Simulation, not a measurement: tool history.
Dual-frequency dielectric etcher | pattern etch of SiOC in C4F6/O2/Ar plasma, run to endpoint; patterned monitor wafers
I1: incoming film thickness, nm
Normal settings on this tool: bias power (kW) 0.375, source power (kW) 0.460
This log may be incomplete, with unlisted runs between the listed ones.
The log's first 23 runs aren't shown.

Run 24, day 11.500: usual settings; I1 35.43. Result: endpoint time (s) 12.5.
Run 25, day 12.062: usual settings; I1 35.72. Result: endpoint time (s) 12.6.
Run 26, day 14.221: usual settings but bias power (kW) 0.434, source power (kW) 0.380; I1 35.32. Result: endpoint time (s) 12.6.
Run 27, day 14.696: usual settings but source power (kW) 0.510; I1 35.54. Result: endpoint time (s) 12.1.
Run 28, day 15.375: usual settings; I1 35.91. Result: endpoint time (s) 12.8.
Run 29, day 16.112: usual settings but bias power (kW) 0.308; I1 35.86. Result: endpoint time (s) 14.4.
Run 30, day 16.617: usual settings but bias power (kW) 0.409; I1 35.82. Result: endpoint time (s) 12.1.
Run 31, day 16.954: usual settings but bias power (kW) 0.437, source power (kW) 0.510; I1 35.59. Result: endpoint time (s) 11.1.
Run 32, day 17.604: usual settings but bias power (kW) 0.435; I1 35.55. Result: endpoint time (s) 11.6.
Run 33, day 18.150: usual settings but bias power (kW) 0.339, source power (kW) 0.510; I1 35.64. Result: endpoint time (s) 12.9.
Run 34, day 18.458: usual settings; I1 35.80. Result: endpoint time (s) 12.7.
Run 35, day 18.804: usual settings; I1 35.28. Result: endpoint time (s) 12.7.

Consider 4 possible next runs. They are alternatives, not a sequence: every one starts from the tool as it was left by run 35. What does each give?
Run A, day 18.821: usual settings; I1 35.72. Result: endpoint time (s) ?.
Run B, day 18.821: usual settings but bias power (kW) 0.326, source power (kW) 0.530; I1 35.72. Result: endpoint time (s) ?.
Run C, day 18.821: usual settings but bias power (kW) 0.339; I1 35.72. Result: endpoint time (s) ?.
Run D, day 18.821: usual settings but bias power (kW) 0.291, source power (kW) 0.370; I1 35.72. Result: endpoint time (s) ?.

run  endpoint time (s)
  A               12.8
  B               13.0
  C               13.6
  D               16.5
The same runs, with their run-to-run variation unchanged, on a tool lacking any hidden condition would have given:
run  endpoint time (s)
  A               12.4
  B               12.6
  C               13.1
  D               16.0

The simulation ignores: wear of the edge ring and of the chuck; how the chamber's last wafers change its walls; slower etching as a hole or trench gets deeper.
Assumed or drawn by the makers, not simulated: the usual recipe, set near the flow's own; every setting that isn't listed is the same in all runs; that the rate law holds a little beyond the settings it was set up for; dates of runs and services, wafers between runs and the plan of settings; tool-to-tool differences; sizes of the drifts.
